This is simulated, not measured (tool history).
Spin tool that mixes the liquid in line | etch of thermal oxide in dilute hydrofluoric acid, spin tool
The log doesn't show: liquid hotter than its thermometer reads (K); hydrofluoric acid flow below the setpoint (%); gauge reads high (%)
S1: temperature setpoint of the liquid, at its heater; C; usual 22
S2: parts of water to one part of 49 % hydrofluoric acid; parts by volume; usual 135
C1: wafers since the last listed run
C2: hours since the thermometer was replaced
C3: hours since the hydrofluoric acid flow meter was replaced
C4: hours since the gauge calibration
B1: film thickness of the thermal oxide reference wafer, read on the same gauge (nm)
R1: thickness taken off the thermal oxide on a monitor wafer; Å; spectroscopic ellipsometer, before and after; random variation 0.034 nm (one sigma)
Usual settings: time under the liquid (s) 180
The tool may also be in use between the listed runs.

Run 1, hour 0: usual settings but time under the liquid (s) 100; C1 0; C2 767.3; C3 1339.3; C4 264.1; B1 89.99. Result: R1 25.9 Å.
Run 2, hour 38.4: usual settings but time under the liquid (s) 100; C1 258; C2 805.7; C3 1377.7; C4 302.5; B1 90.01. Result: R1 25.9 Å.
At hour 46: thermometer replaced.
Run 3, hour 81.3: usual settings but time under the liquid (s) 100; C1 282; C2 35.3; C3 1420.6; C4 345.4; B1 89.99. Result: R1 25.7 Å.
Run 4, hour 121.5: usual settings but S2 110 parts by volume, time under the liquid (s) 255; C1 270; C2 75.5; C3 1460.8; C4 385.6; B1 89.95. Result: R1 82.5 Å.
Run 5, hour 174.8: usual settings; C1 358; C2 128.8; C3 1514.1; C4 438.9; B1 90.02. Result: R1 46.1 Å.
Run 6, hour 229.7: usual settings but S2 105 parts by volume; C1 369; C2 183.7; C3 1569; C4 493.8; B1 90. Result: R1 61.7 Å.
Run 7, hour 272.1: usual settings but S2 105 parts by volume; C1 285; C2 226.1; C3 1611.4; C4 536.2; B1 89.97. Result: R1 61.2 Å.
Run 8, hour 329.6: usual settings; C1 387; C2 283.6; C3 1668.9; C4 593.7; B1 90.03. Result: R1 46 Å.
Run 9, hour 367.9: usual settings; C1 257; C2 321.9; C3 1707.2; C4 632; B1 90. Result: R1 46 Å.
Run 10, hour 407.4: usual settings; C1 265; C2 361.4; C3 1746.7; C4 671.5; B1 89.98. Result: R1 46.1 Å.
Run 11, hour 441: usual settings but S1 24 C; C1 226; C2 395; C3 1780.3; C4 705.1; B1 90. Result: R1 49.1 Å.
Run 12, hour 471.5: usual settings but S2 180 parts by volume, time under the liquid (s) 260; C1 205; C2 425.5; C3 1810.8; C4 735.6; B1 90.01. Result: R1 46.4 Å.
Run 13, hour 500.4: usual settings; C1 194; C2 454.4; C3 1839.7; C4 764.5; B1 89.99. Result: R1 45.3 Å.
Run 14, hour 548.8: usual settings but S1 20.5 C, time under the liquid (s) 95; C1 325; C2 502.8; C3 1888.1; C4 812.9; B1 89.98. Result: R1 22.3 Å.
Run 15, hour 640.8: usual settings but time under the liquid (s) 130; C1 619; C2 594.8; C3 1980.1; C4 904.9; B1 90. Result: R1 32.3 Å.
Run 16, hour 672.5: usual settings; C1 213; C2 626.5; C3 2011.8; C4 936.6; B1 89.99. Result: R1 45.3 Å.
At hour 699.5: hydrofluoric acid flow meter replaced.
Run 17, hour 720.8: usual settings but S1 20 C; C1 318; C2 674.8; C3 21.3; C4 984.9; B1 90. Result: R1 46.6 Å.
Run 18, hour 746: usual settings; C1 169; C2 700; C3 46.5; C4 1010.1; B1 89.98. Result: R1 50.5 Å.
At hour 765.6: gauge calibrated.
Run 19, hour 780.1: usual settings but S1 17.5 C, S2 170 parts by volume; C1 229; C2 734.1; C3 80.6; C4 14.5; B1 90.02. Result: R1 32 Å.
Run 20, hour 828.1: usual settings but S2 110 parts by volume; C1 323; C2 782.1; C3 128.6; C4 62.5; B1 90. Result: R1 63.5 Å.
At hour 875.4: thermometer replaced.
Run 21, hour 898.2: usual settings but S1 18.5 C, S2 195 parts by volume, time under the liquid (s) 240; C1 465; C2 22.8; C3 198.7; C4 132.6; B1 89.95. Result: R1 37.8 Å.
Run 22, hour 969.7: usual settings but S1 19 C; C1 481; C2 94.3; C3 270.2; C4 204.1; B1 90.01. Result: R1 43.9 Å.
Run 23, hour 996.9: usual settings but S2 180 parts by volume; C1 183; C2 121.5; C3 297.4; C4 231.3; B1 90.01. Result: R1 35.6 Å.
Run 24, hour 1021.2: usual settings but S1 23.5 C, S2 100 parts by volume, time under the liquid (s) 95; C1 163; C2 145.8; C3 321.7; C4 255.6; B1 89.98. Result: R1 39 Å.
Run 25, hour 1069.9: usual settings; C1 327; C2 194.5; C3 370.4; C4 304.3; B1 90.02. Result: R1 49.6 Å.
Run 26, hour 1110.9: usual settings but S1 23.5 C, S2 180 parts by volume, time under the liquid (s) 280; C1 276; C2 235.5; C3 411.4; C4 345.3; B1 90. Result: R1 58 Å.

Hidden state or all else? Some run-to-run changes of R1, split into what the settings, what came in and random variation would give without the hidden state, and what is left for the hidden state (with any gauge scatter that isn't in both results):
Run 3 -> 4: S2 135 -> 110, time under the liquid (s) 100 -> 255. R1 +56.8 Å: hidden state -5, all else +61.8.
Run 4 -> 5: S2 110 -> 135, time under the liquid (s) 255 -> 180. R1 -36.4 Å: hidden state +2.9, all else -39.3.
Run 16 -> 17: S1 22 -> 20, hydrofluoric acid flow meter replaced. R1 +1.3 Å: hidden state +5.6, all else -4.3.

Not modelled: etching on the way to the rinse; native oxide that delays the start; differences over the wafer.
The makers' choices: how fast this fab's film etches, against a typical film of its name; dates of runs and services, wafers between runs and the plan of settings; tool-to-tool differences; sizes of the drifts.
